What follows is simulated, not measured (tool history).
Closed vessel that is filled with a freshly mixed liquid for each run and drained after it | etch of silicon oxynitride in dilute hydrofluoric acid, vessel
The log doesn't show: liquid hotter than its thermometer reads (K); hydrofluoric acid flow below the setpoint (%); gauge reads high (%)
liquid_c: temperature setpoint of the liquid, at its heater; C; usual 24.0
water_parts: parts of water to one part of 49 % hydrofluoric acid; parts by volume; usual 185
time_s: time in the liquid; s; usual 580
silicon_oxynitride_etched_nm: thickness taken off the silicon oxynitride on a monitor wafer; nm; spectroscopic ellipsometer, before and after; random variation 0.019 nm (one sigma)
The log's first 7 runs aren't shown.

run,hour,liquid_c,water_parts,time_s,wafers since the last listed run,hours since the thermometer was replaced,hours since the hydrofluoric acid flow meter was replaced,hours since the gauge calibration,"read-back film thickness of the silicon oxynitride reference wafer, read on the same gauge (nm)",silicon_oxynitride_etched_nm
8,316.7,24.0,150,675,2387,1355.7,2053.2,1290.2,109.99,9.00
9,402.0,24.0,150,675,4138,1441.0,2138.5,1375.5,110.00,9.02
# hour 467.8: hydrofluoric acid flow meter replaced
10,468.3,24.0,185,580,3168,1507.3,0.5,1441.8,109.97,6.08
11,503.2,24.0,185,580,1693,1542.2,35.4,1476.7,109.98,6.10
12,557.9,24.0,185,580,2654,1596.9,90.1,1531.4,109.99,6.11
13,661.1,26.0,185,790,5007,1700.1,193.3,1634.6,110.02,9.09
# hour 695.0: gauge calibrated
14,719.9,24.0,185,580,2853,1758.9,252.1,24.9,110.00,6.13
15,746.3,24.0,185,580,1280,1785.3,278.5,51.3,109.99,6.13
16,789.0,22.0,125,455,2071,1828.0,321.2,94.0,109.99,6.86
17,835.7,24.0,130,240,2266,1874.7,367.9,140.7,110.00,3.81
18,885.2,19.0,210,450,2401,1924.2,417.4,190.2,110.02,3.30
19,940.2,24.0,185,580,2668,1979.2,472.4,245.2,110.00,6.17
20,968.0,24.0,110,470,1348,2007.0,500.2,273.0,110.00,8.95
21,996.0,20.5,260,415,1358,2035.0,528.2,301.0,110.00,2.55
# hour 1028.9: thermometer replaced
22,1035.2,22.0,145,255,1853,6.3,567.4,340.2,110.00,3.38
23,1076.1,26.0,100,335,1984,47.2,608.3,381.1,110.00,8.06
24,1122.8,24.0,185,580,2266,93.9,655.0,427.8,110.00,6.38
25,1177.0,27.5,185,395,2629,148.1,709.2,482.0,110.00,5.04
26,1205.0,26.0,100,335,1358,176.1,737.2,510.0,110.02,8.08
27,1252.8,24.0,185,920,2319,223.9,785.0,557.8,109.99,10.17

Run 28 comes next. What will it give?
28,1453.0,24.0,100,580,9714,424.1,985.2,758.0,?,?

Run 28 gave read-back film thickness of the silicon oxynitride reference wafer, read on the same gauge (nm) 110.00, silicon_oxynitride_etched_nm 12.72 nm.
Without the tool's hidden state the same run would have given silicon_oxynitride_etched_nm 11.67 nm.

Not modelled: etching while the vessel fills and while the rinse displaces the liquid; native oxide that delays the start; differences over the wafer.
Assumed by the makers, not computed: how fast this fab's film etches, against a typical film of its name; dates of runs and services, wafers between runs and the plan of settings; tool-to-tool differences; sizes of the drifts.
